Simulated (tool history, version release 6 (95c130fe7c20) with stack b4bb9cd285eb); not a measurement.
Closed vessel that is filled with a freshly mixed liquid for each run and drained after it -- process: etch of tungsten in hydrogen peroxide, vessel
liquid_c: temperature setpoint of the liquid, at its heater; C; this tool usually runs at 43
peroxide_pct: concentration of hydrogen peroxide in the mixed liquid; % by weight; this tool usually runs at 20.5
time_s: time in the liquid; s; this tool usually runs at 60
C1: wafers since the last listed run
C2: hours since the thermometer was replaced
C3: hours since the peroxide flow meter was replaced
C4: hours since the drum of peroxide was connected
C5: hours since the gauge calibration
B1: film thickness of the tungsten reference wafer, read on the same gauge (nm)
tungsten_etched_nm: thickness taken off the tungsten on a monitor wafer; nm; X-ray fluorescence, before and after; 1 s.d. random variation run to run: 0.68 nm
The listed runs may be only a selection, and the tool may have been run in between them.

Run 1, day 0: usual settings; C1 0; C2 526.8; C3 522.1; C4 315.5; C5 118.5; B1 59.99. Result: tungsten_etched_nm 89.37 nm.
Run 2, day 0.958: usual settings; C1 3043; C2 549.8; C3 545.1; C4 338.5; C5 141.5; B1 59.98. Result: tungsten_etched_nm 87.69 nm.
Run 3, day 2.229: usual settings; C1 4035; C2 580.3; C3 575.6; C4 369; C5 172; B1 59.99. Result: tungsten_etched_nm 87.72 nm.
Run 4, day 3.679: usual settings; C1 4604; C2 615.1; C3 610.4; C4 403.8; C5 206.8; B1 60.03. Result: tungsten_etched_nm 87.24 nm.
At day 5.017: new drum of peroxide connected.
Run 5, day 5.033: usual settings; C1 4167; C2 647.6; C3 642.9; C4 0.4; C5 239.3; B1 60. Result: tungsten_etched_nm 90.39 nm.
Run 6, day 6.471: usual settings; C1 4564; C2 682.1; C3 677.4; C4 34.9; C5 273.8; B1 60.03. Result: tungsten_etched_nm 90.77 nm.
Run 7, day 7.517: usual settings but peroxide_pct 25 % by weight, time_s 40 s; C1 3320; C2 707.2; C3 702.5; C4 60; C5 298.9; B1 60. Result: tungsten_etched_nm 65.64 nm.
Run 8, day 8.529: usual settings but peroxide_pct 25 % by weight, time_s 40 s; C1 3215; C2 731.5; C3 726.8; C4 84.3; C5 323.2; B1 60. Result: tungsten_etched_nm 66.05 nm.
Run 9, day 10: usual settings but liquid_c 39 C, peroxide_pct 25 % by weight; C1 4670; C2 766.8; C3 762.1; C4 119.6; C5 358.5; B1 59.95. Result: tungsten_etched_nm 76.08 nm.
Run 10, day 11.208: usual settings but liquid_c 39 C, peroxide_pct 25 % by weight; C1 3836; C2 795.8; C3 791.1; C4 148.6; C5 387.5; B1 59.93. Result: tungsten_etched_nm 73.45 nm.
Run 11, day 12.492: usual settings but liquid_c 39 C, peroxide_pct 25 % by weight; C1 4075; C2 826.6; C3 821.9; C4 179.4; C5 418.3; B1 59.97. Result: tungsten_etched_nm 73.55 nm.
Run 12, day 13.067: usual settings but peroxide_pct 22.5 % by weight; C1 1825; C2 840.4; C3 835.7; C4 193.2; C5 432.1; B1 59.98. Result: tungsten_etched_nm 91.07 nm.
At day 13.142: peroxide flow meter replaced.
At day 13.371: gauge calibrated.
Run 13, day 15.8: usual settings but liquid_c 34 C; C1 8547; C2 906; C3 63.8; C4 258.8; C5 58.3; B1 60.01. Result: tungsten_etched_nm 46.47 nm.
Run 14, day 16.646: usual settings but liquid_c 47 C, peroxide_pct 26 % by weight, time_s 30 s; C1 2685; C2 926.3; C3 84.1; C4 279.1; C5 78.6; B1 60.01. Result: tungsten_etched_nm 61.58 nm.
Run 15, day 17.942: usual settings; C1 4114; C2 957.4; C3 115.2; C4 310.2; C5 109.7; B1 60.02. Result: tungsten_etched_nm 84.44 nm.
Run 16, day 18.758: usual settings but liquid_c 46 C, peroxide_pct 19 % by weight, time_s 35 s; C1 2593; C2 977; C3 134.8; C4 329.8; C5 129.3; B1 59.98. Result: tungsten_etched_nm 57.44 nm.
At day 19.171: new drum of peroxide connected.
Run 17, day 20.188: usual settings but time_s 80 s; C1 4405; C2 1011.3; C3 169.1; C4 24.4; C5 163.6; B1 60.01. Result: tungsten_etched_nm 115.05 nm.
Run 18, day 21.671: usual settings but time_s 35 s; C1 4710; C2 1046.9; C3 204.7; C4 60; C5 199.2; B1 60.06. Result: tungsten_etched_nm 49.59 nm.
At day 21.721: thermometer replaced.
Run 19, day 25.888: usual settings but liquid_c 35.5 C; C1 13257; C2 100; C3 305.9; C4 161.2; C5 300.4; B1 59.98. Result: tungsten_etched_nm 58.83 nm.
Run 20, day 26.496: usual settings but liquid_c 48 C, peroxide_pct 23.5 % by weight; C1 1931; C2 114.6; C3 320.5; C4 175.8; C5 315; B1 60.03. Result: tungsten_etched_nm 143.71 nm.
Run 21, day 27.208: usual settings but peroxide_pct 15.5 % by weight, time_s 70 s; C1 2262; C2 131.7; C3 337.6; C4 192.9; C5 332.1; B1 59.98. Result: tungsten_etched_nm 96.76 nm.
Run 22, day 28.367: usual settings; C1 3678; C2 159.5; C3 365.4; C4 220.7; C5 359.9; B1 59.99. Result: tungsten_etched_nm 95.49 nm.

What was the tool's hidden state at every run in the log?
peroxide flow below the setpoint (%): 0 in every run
gauge reads high (%): 0 in every run
H1: liquid colder than its thermometer reads (K)
H2: peroxide weaker than its label (%)
run     H1     H2
  1   1.31   7.65
  2   1.36   8.11
  3   1.42   8.72
  4    1.5   9.42
  5   1.57  0.609
  6   1.64    1.3
  7   1.69   1.81
  8   1.74   2.29
  9   1.82      3
 10   1.88   3.58
 11   1.94    4.2
 12   1.97   4.48
 13   2.11   5.79
 14   2.15    6.2
 15   2.22   6.83
 16   2.26   7.22
 17   2.33  0.804
 18   2.41   1.52
 19  0.231   3.55
 20  0.262   3.84
 21  0.298   4.19
 22  0.356   4.74
